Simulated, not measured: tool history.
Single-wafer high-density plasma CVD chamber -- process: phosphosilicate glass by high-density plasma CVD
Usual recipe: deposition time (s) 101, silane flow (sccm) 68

run     day  deposition time (s)  silane flow (sccm)  wafers since the last listed run  hours since the silane flow controller was replaced  hours since the gauge calibration  read-back reference wafer on the same gauge, thickness_nm  mean film thickness on the monitor wafer (Å)
  1       0                  108                  68                                 0                                               2459.8                              111.8                                                    731.787                                       7474.82
  2   2.338                  108                  68                               483                                               2515.9                              167.9                                                    731.842                                       7426.94
  3    3.95                  108                  68                               333                                               2554.6                              206.6                                                     731.71                                       7395.45
  4   6.025                  101                  68                               429                                               2604.4                              256.4                                                    731.927                                       6916.92
  5   7.808                  101                  68                               369                                               2647.2                              299.2                                                    732.383                                       6952.37
  6  15.454                   87                  68                              1582                                               2830.7                              482.7                                                    731.917                                       5931.42
  7  18.008                   87                  68                               528                                                 2892                                544                                                    732.118                                       5971.01
  8  19.388                   87                  68                               285                                               2925.1                              577.1                                                    731.338                                       5945.22
  9  21.171                  101                  68                               369                                               2967.9                              619.9                                                    732.035                                       6915.65
     21.512  -- gauge calibrated
 10  24.158                  101                  68                               618                                               3039.6                               63.5                                                    732.213                                       6915.61
 11  26.775                  101                  68                               541                                               3102.4                              126.3                                                    731.677                                       6873.86
 12  27.796                  101                  68                               211                                               3126.9                              150.8                                                    732.141                                       6935.58
 13  30.217                  101                  68                               501                                                 3185                              208.9                                                    731.883                                       6890.09
     32.046  -- silane flow controller replaced
 14    32.6                  101                  68                               424                                                 13.3                              266.1                                                    732.304                                       7213.09
 15  33.917                   86                  75                               272                                                 44.9                              297.7                                                    732.109                                       6548.77
 16  36.504                   94                  64                               535                                                  107                              359.8                                                    732.028                                       6426.46
 17  38.625                   94                  68                               438                                                157.9                              410.7                                                    731.773                                       6663.58
 18  40.017                  118                  74                               288                                                191.3                              444.1                                                    732.207                                       8913.88
 19  41.992                  117                  81                               408                                                238.7                              491.5                                                    732.042                                       9420.54
 20  43.688                  101                  68                               350                                                279.4                              532.2                                                    731.677                                        7229.1
 21  45.346                  119                  80                               343                                                319.2                                572                                                     731.86                                       9515.03

Run 22 comes next. What will it give?
 22  47.754                  119                  81                               498                                                  377                              629.8                                                          ?                                             ?

read-back reference wafer on the same gauge, thickness_nm: 732.093
mean film thickness on the monitor wafer (Å): 9541.94
Had the tool carried no hidden state, the very same run would have given mean film thickness on the monitor wafer (Å) 9570.46.
